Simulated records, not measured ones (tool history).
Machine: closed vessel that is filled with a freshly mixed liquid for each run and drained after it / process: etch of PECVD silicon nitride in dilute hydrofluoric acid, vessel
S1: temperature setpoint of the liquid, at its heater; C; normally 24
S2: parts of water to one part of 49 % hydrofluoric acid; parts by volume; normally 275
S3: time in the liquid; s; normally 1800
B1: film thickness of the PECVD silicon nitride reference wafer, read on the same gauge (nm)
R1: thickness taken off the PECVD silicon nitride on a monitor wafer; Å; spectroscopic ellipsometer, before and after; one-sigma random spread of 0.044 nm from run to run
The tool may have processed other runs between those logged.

Run 1, hour 0: usual settings; B1 139.99. Result: R1 112.3 Å.
Run 2, hour 60.2: usual settings; B1 139.97. Result: R1 113.2 Å.
Run 3, hour 161: usual settings; B1 140.03. Result: R1 113.5 Å.
Run 4, hour 221.9: usual settings; B1 140.03. Result: R1 114.3 Å.
Run 5, hour 263.8: usual settings; B1 139.98. Result: R1 113.7 Å.
Run 6, hour 361: usual settings; B1 140.01. Result: R1 114.4 Å.
Run 7, hour 462: usual settings; B1 140.01. Result: R1 115.1 Å.
At hour 590.9: gauge calibrated.
Run 8, hour 611.3: usual settings; B1 140. Result: R1 115.2 Å.
Run 9, hour 710.8: usual settings; B1 140.01. Result: R1 114.7 Å.
Run 10, hour 756.1: usual settings; B1 139.98. Result: R1 114.8 Å.
Run 11, hour 856.5: usual settings; B1 140. Result: R1 115.9 Å.
Run 12, hour 937.6: usual settings but S1 21.5 C, S2 380 parts by volume, S3 2395 s; B1 139.94. Result: R1 96 Å.
Run 13, hour 1016.8: usual settings but S1 27 C, S3 1110 s; B1 140. Result: R1 85.3 Å.
At hour 1039.1: thermometer replaced.
Run 14, hour 1108.3: usual settings; B1 140. Result: R1 116.3 Å.
Run 15, hour 1197.3: usual settings but S2 150 parts by volume, S3 1475 s; B1 140.04. Result: R1 174 Å.
Run 16, hour 1255.1: usual settings; B1 140.03. Result: R1 117.3 Å.
At hour 1313.7: hydrofluoric acid flow meter replaced.
Run 17, hour 1323.8: usual settings but S1 27 C, S2 330 parts by volume, S3 2385 s; B1 140.01. Result: R1 148 Å.
Run 18, hour 1396.8: usual settings but S2 390 parts by volume, S3 2650 s; B1 140. Result: R1 117.4 Å.
Run 19, hour 1477.9: usual settings but S1 21.5 C; B1 140.01. Result: R1 96.6 Å.
Run 20, hour 1559.2: usual settings but S1 20.5 C, S2 160 parts by volume, S3 1205 s; B1 140.01. Result: R1 102.4 Å.
Run 21, hour 1599.8: usual settings but S2 370 parts by volume, S3 2095 s; B1 140.01. Result: R1 98 Å.
Run 22, hour 1649.5: usual settings but S1 29 C, S2 325 parts by volume; B1 140.04. Result: R1 129.9 Å.
Run 23, hour 1719.9: usual settings but S1 22.5 C, S3 2135 s; B1 140. Result: R1 122.1 Å.

5 options for the next run, each taken on its own from the tool as it stands now. Forecast them:
Run A, hour 1721.1: usual settings; B1 ?. Result: R1 ?.
Run B, hour 1721.1: usual settings but S2 195 parts by volume; B1 ?. Result: R1 ?.
Run C, hour 1721.1: usual settings but S1 27 C, S2 165 parts by volume; B1 ?. Result: R1 ?.
Run D, hour 1721.1: usual settings but S1 21 C, S2 225 parts by volume; B1 ?. Result: R1 ?.
Run E, hour 1721.1: usual settings but S1 22 C, S3 2485 s; B1 ?. Result: R1 ?.

run      B1     R1
  A  140.01  114.2
  B  140.01  160.6
  C  140.01  229.1
  D  140.01  115.1
  E  140.01  139.2
With the hidden condition removed and each run's random variation left untouched, the same runs would have given:
run     R1
  A  112.5
  B  158.2
  C  225.7
  D  113.5
  E  137.2
